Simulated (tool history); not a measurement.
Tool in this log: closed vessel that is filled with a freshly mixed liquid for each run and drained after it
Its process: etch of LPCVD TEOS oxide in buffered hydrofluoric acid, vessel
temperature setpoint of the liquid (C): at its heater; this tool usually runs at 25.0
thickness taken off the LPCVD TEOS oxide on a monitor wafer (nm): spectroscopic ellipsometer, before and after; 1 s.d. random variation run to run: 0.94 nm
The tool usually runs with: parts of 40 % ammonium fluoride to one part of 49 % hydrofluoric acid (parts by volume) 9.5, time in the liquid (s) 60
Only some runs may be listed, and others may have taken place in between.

run	day	temperature setpoint of the liquid (C)	parts of 40 % ammonium fluoride to one part of 49 % hydrofluoric acid (parts by volume)	time in the liquid (s)	read-back film thickness of the LPCVD TEOS oxide reference wafer, read on the same gauge (nm)	thickness taken off the LPCVD TEOS oxide on a monitor wafer (nm)
1	0.000	25.0	9.5	60	130.01	242.11
2	3.450	25.0	9.5	60	130.03	242.17
3	5.325	25.0	9.5	60	130.00	241.62
4	6.758	25.0	10.5	60	129.99	222.92
5	8.458	25.0	10.5	60	130.00	223.19
6	10.738	25.0	9.5	60	129.99	240.55
7	17.304	25.0	9.5	60	130.01	240.68
8	20.100	25.0	9.5	60	130.00	239.59
9	21.775	25.0	6.5	60	130.01	345.25
10	24.542	25.0	6.5	60	130.01	355.04
11	25.912	25.0	9.5	60	130.01	247.40
12	27.475	25.0	9.5	60	130.02	246.22
13	30.208	25.0	9.5	60	130.01	243.59
14	32.329	25.0	9.5	35	129.98	143.70
15	35.004	21.5	6.5	90	130.01	437.99
16	38.029	27.0	8.0	30	130.01	159.81
17	39.662	22.0	10.5	30	129.98	95.79
18	42.554	25.0	8.0	90	129.99	428.42
19	44.242	25.0	10.5	95	130.01	355.49
20	45.900	28.5	5.5	70	130.01	568.63
21	48.783	23.5	12.0	60	130.00	180.23
22	51.388	25.0	7.5	60	130.00	305.24
23	52.917	25.0	7.5	45	129.99	228.59
24	54.458	25.0	9.5	85	129.99	342.77
25	56.683	22.5	8.0	45	130.00	185.21
26	57.762	25.0	8.0	60	129.99	282.52
27	59.404	21.5	8.0	30	130.01	115.92
28	61.442	25.0	9.5	60	129.99	240.12
29	62.671	25.0	9.5	60	130.00	240.20
30	64.196	25.0	9.5	45	129.99	180.07
31	66.538	25.0	9.5	60	130.01	240.02
32	71.525	25.0	7.0	60	130.01	321.89
33	73.350	28.5	8.0	90	129.98	503.06
34	75.658	25.0	10.5	60	130.02	227.83

Between the runs listed above, the log contained 4 entries, not reproduced here. Where in the sequence does each belong, and how does what the log doesn't record of the tool's condition differ from the listed run before to the listed run after?
From run 9 to run 10: thermometer replaced (day 22.967)
  liquid colder than its thermometer reads (K): 0.621 -> 0.0755
  measured value less the no-hidden-state value, thickness taken off the LPCVD TEOS oxide on a monitor wafer (nm): -11.79 -> -1.54
From run 19 to run 20: hydrofluoric acid flow meter replaced (day 45.138); gauge calibrated (day 45.654)
  liquid colder than its thermometer reads (K): 0.339 -> 0.361
  measured value less the no-hidden-state value, thickness taken off the LPCVD TEOS oxide on a monitor wafer (nm): -6.61 -> -10.93
From run 33 to run 34: thermometer replaced (day 74.362)
  liquid colder than its thermometer reads (K): 0.728 -> 0.0387
  measured value less the no-hidden-state value, thickness taken off the LPCVD TEOS oxide on a monitor wafer (nm): -19.85 -> -0.50
